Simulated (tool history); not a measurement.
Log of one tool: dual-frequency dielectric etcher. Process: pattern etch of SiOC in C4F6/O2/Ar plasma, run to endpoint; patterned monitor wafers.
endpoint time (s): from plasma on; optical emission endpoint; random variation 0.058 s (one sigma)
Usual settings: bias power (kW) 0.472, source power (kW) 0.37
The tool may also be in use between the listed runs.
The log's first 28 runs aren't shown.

run     day  bias power (kW)  source power (kW)  incoming incoming film thickness, nm  endpoint time (s)
 29  30.708            0.513               0.44                                  51.9               16.1
 30  31.754            0.426               0.42                                  51.8               17.1
 31  32.979            0.564               0.37                                  51.6               16.3
 32  34.079            0.472               0.37                                  51.9               17.2
 33  35.229            0.472               0.28                                  51.5               18.1
 34   35.95            0.542               0.37                                    52               16.6
 35  37.271            0.472               0.31                                  51.5               17.7
 36  38.721            0.556               0.45                                  51.4               15.3

Forecast each of these 3 alternatives for the next run:
  A  38.738            0.524               0.37                                  51.4                  ?
  B  38.738            0.472               0.43                                  51.4                  ?
  C  38.738            0.552               0.37                                  51.4                  ?

run  endpoint time (s)
  A               16.4
  B               16.2
  C               16.1
Without the tool's hidden state the same runs would have given:
run  endpoint time (s)
  A               16.5
  B               16.4
  C               16.3
